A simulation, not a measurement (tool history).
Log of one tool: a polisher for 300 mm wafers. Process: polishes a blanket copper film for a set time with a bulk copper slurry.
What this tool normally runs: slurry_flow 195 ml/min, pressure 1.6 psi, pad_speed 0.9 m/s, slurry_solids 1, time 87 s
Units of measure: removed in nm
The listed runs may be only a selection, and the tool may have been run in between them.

run,hour,slurry_flow,pressure,pad_speed,slurry_solids,time,"incoming thickness of the incoming film, nm",removed
1,0,195,1.6,0.9,1,87,2847.5,467
# hour 41.7: worn pad replaced by a new one
2,45.2,195,1.6,0.9,1,87,2823.5,470
# hour 73.3: head pressure recalibrated
3,107.9,195,1.6,0.9,1,87,2811.6,464.5
4,148.3,195,1.6,0.9,1,87,2788.6,452.5
5,195.7,195,1.6,0.9,1,66,2791.7,338.2
# hour 217.5: slurry blender recalibrated
# hour 237.5: slurry nozzle cleaned
6,257.5,195,1.6,0.9,1,66,2767.8,358
7,313.1,195,1.6,0.9,1,81,2812.5,439.5
# hour 355.4: worn pad replaced by a new one
8,380.6,195,1.6,0.9,1,81,2807.7,429.3
9,433.3,195,1.6,0.9,1,81,2817,429.9
# hour 458.9: head pressure recalibrated
10,462.7,195,1.6,0.9,1,74,2780.1,387.4
11,522.3,160,1.6,0.9,1.15,87,2825.9,442.5
# hour 569.9: slurry blender recalibrated
12,581.8,195,1.4,0.9,1,65,2830,312.6
# hour 640.3: worn pad replaced by a new one
13,768.2,195,1.4,0.9,1,65,2833.1,307.6
# hour 770.6: slurry nozzle cleaned
14,832.4,195,1.6,0.9,1,87,2825.5,464
# hour 866.3: slurry blender recalibrated
15,892.2,195,2,0.9,1,87,2801.8,577.8
# hour 905.1: worn pad replaced by a new one
16,917,220,2.1,0.9,1,96,2832.2,697.9
# hour 948.9: head pressure recalibrated
17,984,155,1.1,0.9,1,87,2812.7,309.9
18,1019.7,195,1.6,0.9,1,87,2798.9,460.2
19,1080.8,195,1.6,0.9,1,81,2833.2,429.5
20,1122.7,195,1.6,0.9,1,87,2787.3,456.1
# hour 1176: slurry blender recalibrated
# hour 1189.2: worn pad replaced by a new one
21,1192.7,195,1.4,0.64,1,109,2810.2,377.1
22,1245.9,255,2.2,0.9,0.75,64,2747.9,478.5
23,1283.5,195,1.6,0.9,1,87,2823.2,470
24,1333.3,240,1.2,0.9,0.75,87,2772.3,350.5
# hour 1338.1: slurry nozzle cleaned
# hour 1379.7: head pressure recalibrated
25,1390.6,195,1.9,1.06,1,87,2801.8,655.2

Forecast run 26:
26,1446.4,195,1.6,0.9,1,87,2823.3,?

{"run 26": {"removed": 450.3}}
If the tool had no hidden condition, the same run with the same run-to-run variation would have returned removed 469.2 nm.
